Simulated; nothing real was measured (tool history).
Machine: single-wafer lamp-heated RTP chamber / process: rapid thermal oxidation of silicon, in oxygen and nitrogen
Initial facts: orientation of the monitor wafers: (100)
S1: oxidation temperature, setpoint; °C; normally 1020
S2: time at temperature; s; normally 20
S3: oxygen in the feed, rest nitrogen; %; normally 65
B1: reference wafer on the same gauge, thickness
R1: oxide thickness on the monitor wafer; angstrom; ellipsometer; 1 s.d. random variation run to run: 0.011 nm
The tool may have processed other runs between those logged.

run    hour    S1  S2  S3     B1     R1
  1       0  1020  20  65  4.613  39.37
  2   187.2  1020  20  65  4.604  39.29
      214.3  -- pyrometer window cleaned and pyrometer calibrated
  3   278.6  1020  20  65  4.595  39.33
  4   340.4  1020  20  65  4.591  39.12
  5   378.3  1020  20  65  4.587  39.16
  6   424.1  1020  20  65  4.584  39.11
  7   488.3  1020  20  65  4.574   38.9
  8   571.6  1033  15  85  4.569  41.34
      608.7  -- oxygen flow controller replaced
  9   652.1  1046  11  78  4.557  38.93
      708.7  -- pyrometer window cleaned and pyrometer calibrated
 10   741.1  1020  14  52  4.546  32.22
 11   780.8  1020  20  65  4.539  38.76
      845.8  -- gauge calibrated
 12   874.4  1041  28  84  4.627  56.58
 13   938.8  1020  12  65  4.621  33.06
 14  1150.7  1020  24  65  4.616  42.38

The tool's hidden state at each run:
true wafer temperature minus pyrometer reading, K: 0 across all the runs
deviation of the oxygen flow from its setpoint, %: 0 across all the runs
H1: gauge reads high (%)
run       H1
  1   -0.223
  2   -0.392
  3    -0.52
  4   -0.623
  5   -0.693
  6   -0.784
  7   -0.924
  8    -1.13
  9    -1.35
 10    -1.62
 11    -1.75
 12    0.107
 13   0.0936
 14  -0.0558
